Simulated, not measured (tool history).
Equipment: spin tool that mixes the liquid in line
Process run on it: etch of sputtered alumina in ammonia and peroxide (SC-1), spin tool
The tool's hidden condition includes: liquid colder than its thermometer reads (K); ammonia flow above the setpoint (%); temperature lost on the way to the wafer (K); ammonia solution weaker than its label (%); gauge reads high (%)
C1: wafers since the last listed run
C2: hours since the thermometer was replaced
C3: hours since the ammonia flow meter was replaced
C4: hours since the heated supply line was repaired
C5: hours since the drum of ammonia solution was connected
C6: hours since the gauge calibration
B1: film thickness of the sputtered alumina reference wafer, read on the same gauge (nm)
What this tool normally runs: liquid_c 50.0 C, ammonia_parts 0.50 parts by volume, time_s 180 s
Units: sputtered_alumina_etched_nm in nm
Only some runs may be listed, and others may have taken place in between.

Run 1, day 0.000: usual settings but ammonia_parts 0.65 parts by volume; C1 0; C2 611.7; C3 2068.8; C4 1656.2; C5 177.3; C6 66.2; B1 89.98. Result: sputtered_alumina_etched_nm 11.92 nm.
Run 2, day 0.558: usual settings but ammonia_parts 0.65 parts by volume; C1 91; C2 625.1; C3 2082.2; C4 1669.6; C5 190.7; C6 79.6; B1 90.01. Result: sputtered_alumina_etched_nm 11.88 nm.
Run 3, day 1.062: usual settings but ammonia_parts 0.65 parts by volume; C1 82; C2 637.2; C3 2094.3; C4 1681.7; C5 202.8; C6 91.7; B1 90.00. Result: sputtered_alumina_etched_nm 11.82 nm.
Run 4, day 1.646: usual settings; C1 95; C2 651.2; C3 2108.3; C4 1695.7; C5 216.8; C6 105.7; B1 89.98. Result: sputtered_alumina_etched_nm 11.63 nm.
Run 5, day 2.067: usual settings; C1 68; C2 661.3; C3 2118.4; C4 1705.8; C5 226.9; C6 115.8; B1 89.99. Result: sputtered_alumina_etched_nm 11.59 nm.
Run 6, day 2.533: usual settings; C1 76; C2 672.5; C3 2129.6; C4 1717.0; C5 238.1; C6 127.0; B1 90.05. Result: sputtered_alumina_etched_nm 11.58 nm.
Run 7, day 3.254: usual settings; C1 117; C2 689.8; C3 2146.9; C4 1734.3; C5 255.4; C6 144.3; B1 90.02. Result: sputtered_alumina_etched_nm 11.66 nm.
Run 8, day 3.662: usual settings; C1 66; C2 699.6; C3 2156.7; C4 1744.1; C5 265.2; C6 154.1; B1 89.95. Result: sputtered_alumina_etched_nm 11.65 nm.
Run 9, day 4.138: usual settings but liquid_c 42.0 C; C1 77; C2 711.0; C3 2168.1; C4 1755.5; C5 276.6; C6 165.5; B1 90.02. Result: sputtered_alumina_etched_nm 7.37 nm.
Run 10, day 4.400: usual settings but liquid_c 57.5 C, ammonia_parts 0.40 parts by volume, time_s 280 s; C1 42; C2 717.3; C3 2174.4; C4 1761.8; C5 282.9; C6 171.8; B1 90.01. Result: sputtered_alumina_etched_nm 26.51 nm.
At day 4.533: new drum of ammonia solution connected.
At day 5.446: heated supply line repaired.
Run 11, day 5.538: usual settings; C1 172; C2 744.6; C3 2201.7; C4 2.2; C5 24.1; C6 199.1; B1 90.05. Result: sputtered_alumina_etched_nm 11.72 nm.
Run 12, day 5.925: usual settings but ammonia_parts 0.60 parts by volume, time_s 225 s; C1 63; C2 753.9; C3 2211.0; C4 11.5; C5 33.4; C6 208.4; B1 90.00. Result: sputtered_alumina_etched_nm 14.70 nm.
Run 13, day 6.254: usual settings; C1 53; C2 761.8; C3 2218.9; C4 19.4; C5 41.3; C6 216.3; B1 90.02. Result: sputtered_alumina_etched_nm 11.56 nm.
At day 7.200: thermometer replaced.
Run 14, day 7.608: usual settings but liquid_c 45.5 C, time_s 255 s; C1 214; C2 9.8; C3 2251.4; C4 51.9; C5 73.8; C6 248.8; B1 90.00. Result: sputtered_alumina_etched_nm 12.80 nm.
Run 15, day 8.150: usual settings but liquid_c 54.0 C, ammonia_parts 0.60 parts by volume; C1 88; C2 22.8; C3 2264.4; C4 64.9; C5 86.8; C6 261.8; B1 90.00. Result: sputtered_alumina_etched_nm 14.76 nm.
At day 8.171: gauge calibrated.
At day 8.338: ammonia flow meter replaced.
Run 16, day 8.621: usual settings but ammonia_parts 0.30 parts by volume, time_s 215 s; C1 70; C2 34.1; C3 6.8; C4 76.2; C5 98.1; C6 10.8; B1 89.98. Result: sputtered_alumina_etched_nm 13.24 nm.
Run 17, day 9.217: usual settings but ammonia_parts 0.65 parts by volume; C1 97; C2 48.4; C3 21.1; C4 90.5; C5 112.4; C6 25.1; B1 89.96. Result: sputtered_alumina_etched_nm 11.93 nm.
Run 18, day 9.938: usual settings but liquid_c 54.0 C, ammonia_parts 0.35 parts by volume; C1 117; C2 65.7; C3 38.4; C4 107.8; C5 129.7; C6 42.4; B1 89.99. Result: sputtered_alumina_etched_nm 13.91 nm.
Run 19, day 10.425: usual settings but liquid_c 59.0 C, ammonia_parts 0.70 parts by volume, time_s 80 s; C1 79; C2 77.4; C3 50.1; C4 119.5; C5 141.4; C6 54.1; B1 90.00. Result: sputtered_alumina_etched_nm 8.62 nm.

Across each entry between runs, compare the hidden state at the last listed run before it with the hidden state at the first listed run after it:
Between runs 10 and 11: new drum of ammonia solution connected (day 4.533); heated supply line repaired (day 5.446)
  no difference in the tool's unlogged condition between these two runs
Between runs 13 and 14: thermometer replaced (day 7.200)
  no difference in the tool's unlogged condition between these two runs
Between runs 15 and 16: gauge calibrated (day 8.171); ammonia flow meter replaced (day 8.338)
  no difference in the tool's unlogged condition between these two runs
